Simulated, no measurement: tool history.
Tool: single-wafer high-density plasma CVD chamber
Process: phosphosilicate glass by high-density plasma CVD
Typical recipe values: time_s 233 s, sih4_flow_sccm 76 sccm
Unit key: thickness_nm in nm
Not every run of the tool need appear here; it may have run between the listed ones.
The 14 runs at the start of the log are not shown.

| run | hour | time_s | sih4_flow_sccm | read-back reference wafer on the same gauge, thickness_nm | thickness_nm |
|---|---|---|---|---|---|
| 15 | 287.7 | 218 | 76 | 1722.134 | 1585.274 |
| 16 | 302.7 | 233 | 76 | 1720.577 | 1693.644 |
| 17 | 315.2 | 233 | 76 | 1719.625 | 1692.745 |
| 18 | 327.5 | 233 | 76 | 1721.395 | 1680.139 |
| 19 | 344.7 | 233 | 76 | 1720.36 | 1691.658 |
| 20 | 359.7 | 233 | 76 | 1720.575 | 1698.4 |
| 21 | 386.6 | 233 | 76 | 1720.359 | 1680.29 |
| 22 | 400 | 266 | 76 | 1719.184 | 1916.957 |
| 23 | 418.4 | 266 | 76 | 1719.146 | 1916.354 |
| 24 | 442.2 | 233 | 76 | 1720.523 | 1675.545 |
| 25 | 466.9 | 233 | 68 | 1719.094 | 1499.475 |
| 26 | 500.4 | 233 | 76 | 1720.698 | 1679.221 |
|  | 511.6 | gauge calibrated |
| 27 | 521.8 | 233 | 76 | 1720.264 | 1675.198 |
| 28 | 536.6 | 233 | 86 | 1718.404 | 1899.253 |
| 29 | 568.6 | 255 | 85 | 1718.515 | 2057.668 |
| 30 | 583.8 | 260 | 64 | 1719.577 | 1574.727 |
| 31 | 599.4 | 245 | 91 | 1719.963 | 2108.631 |
| 32 | 627.4 | 264 | 82 | 1719.599 | 2044.645 |
|  | 644.5 | silane flow controller replaced |
| 33 | 645 | 233 | 76 | 1720.112 | 1767.606 |
| 34 | 673.6 | 262 | 76 | 1719.373 | 1992.479 |
| 35 | 695.2 | 233 | 76 | 1720.764 | 1776.05 |

Predict the results of run 36:
| 36 | 721.9 | 271 | 86 | ? | ? |

For run 36 the tool returned read-back reference wafer on the same gauge, thickness_nm 1718.766, thickness_nm 2332.154 nm.
Had the tool carried no hidden state, the very same run would have given thickness_nm 2308.355 nm.
